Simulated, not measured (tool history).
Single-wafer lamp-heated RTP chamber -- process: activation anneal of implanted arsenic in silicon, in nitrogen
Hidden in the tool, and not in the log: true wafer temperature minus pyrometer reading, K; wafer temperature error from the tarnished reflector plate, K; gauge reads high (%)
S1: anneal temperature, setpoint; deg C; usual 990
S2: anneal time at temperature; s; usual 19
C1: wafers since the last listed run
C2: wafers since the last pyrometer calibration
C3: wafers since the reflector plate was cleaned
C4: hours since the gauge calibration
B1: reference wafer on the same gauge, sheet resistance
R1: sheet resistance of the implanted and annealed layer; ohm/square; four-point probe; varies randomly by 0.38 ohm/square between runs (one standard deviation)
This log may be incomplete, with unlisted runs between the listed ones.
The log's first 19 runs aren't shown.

run 20 hour=591.3 | S1=978 S2=13 | C1=171 C2=771 C3=2305 C4=258 | B1=132.97 | R1=131.86
run 21 hour=620.7 | S1=970 S2=28 | C1=382 C2=1154 C3=2687 C4=287.4 | B1=133.07 | R1=125.43
run 22 hour=643.2 | S1=977 S2=29 | C1=292 C2=1447 C3=2980 C4=309.9 | B1=133.02 | R1=120.52
run 23 hour=674 | S1=990 S2=19 | C1=400 C2=1848 C3=3381 C4=340.7 | B1=132.97 | R1=120.84
run 24 hour=714.1 | S1=1019 S2=29 | C1=522 C2=2370 C3=3903 C4=380.8 | B1=132.98 | R1=106.32
-- hour=730 pyrometer window cleaned and pyrometer calibrated
run 25 hour=730.5 | S1=990 S2=19 | C1=109 C2=6 C3=4013 C4=397.2 | B1=133.15 | R1=123.83
run 26 hour=742.3 | S1=961 S2=12 | C1=153 C2=160 C3=4166 C4=409 | B1=133.09 | R1=141.34
run 27 hour=757.5 | S1=978 S2=25 | C1=197 C2=358 C3=4364 C4=424.2 | B1=132.96 | R1=123.82
run 28 hour=779.2 | S1=978 S2=26 | C1=282 C2=640 C3=4647 C4=445.9 | B1=133.13 | R1=121.42
run 29 hour=811.8 | S1=981 S2=14 | C1=424 C2=1065 C3=5071 C4=478.5 | B1=132.85 | R1=128.24
run 30 hour=826.5 | S1=974 S2=11 | C1=191 C2=1256 C3=5263 C4=493.2 | B1=133.07 | R1=132.69
run 31 hour=851.2 | S1=1003 S2=26 | C1=321 C2=1578 C3=5584 C4=517.9 | B1=132.96 | R1=111.28
run 32 hour=867.2 | S1=972 S2=27 | C1=208 C2=1786 C3=5793 C4=533.9 | B1=132.95 | R1=121.35

4 ways to go on from here, each from the tool as it stands after run 32. What would each give?
run A hour=867.6 | S1=990 S2=12 | C1=5 C2=1791 C3=5798 C4=534.3 | B1=? | R1=?
run B hour=867.6 | S1=1011 S2=29 | C1=5 C2=1791 C3=5798 C4=534.3 | B1=? | R1=?
run C hour=867.6 | S1=976 S2=24 | C1=5 C2=1791 C3=5798 C4=534.3 | B1=? | R1=?
run D hour=867.6 | S1=973 S2=19 | C1=5 C2=1791 C3=5798 C4=534.3 | B1=? | R1=?

run=A B1=132.99 R1=125.13
run=B B1=132.99 R1=107.59
run=C B1=132.99 R1=121.76
run=D B1=132.99 R1=125.94
Without the tool's hidden state the same runs would have given:
run=A R1=132.7
run=B R1=113.66
run=C R1=130.08
run=D R1=134.41
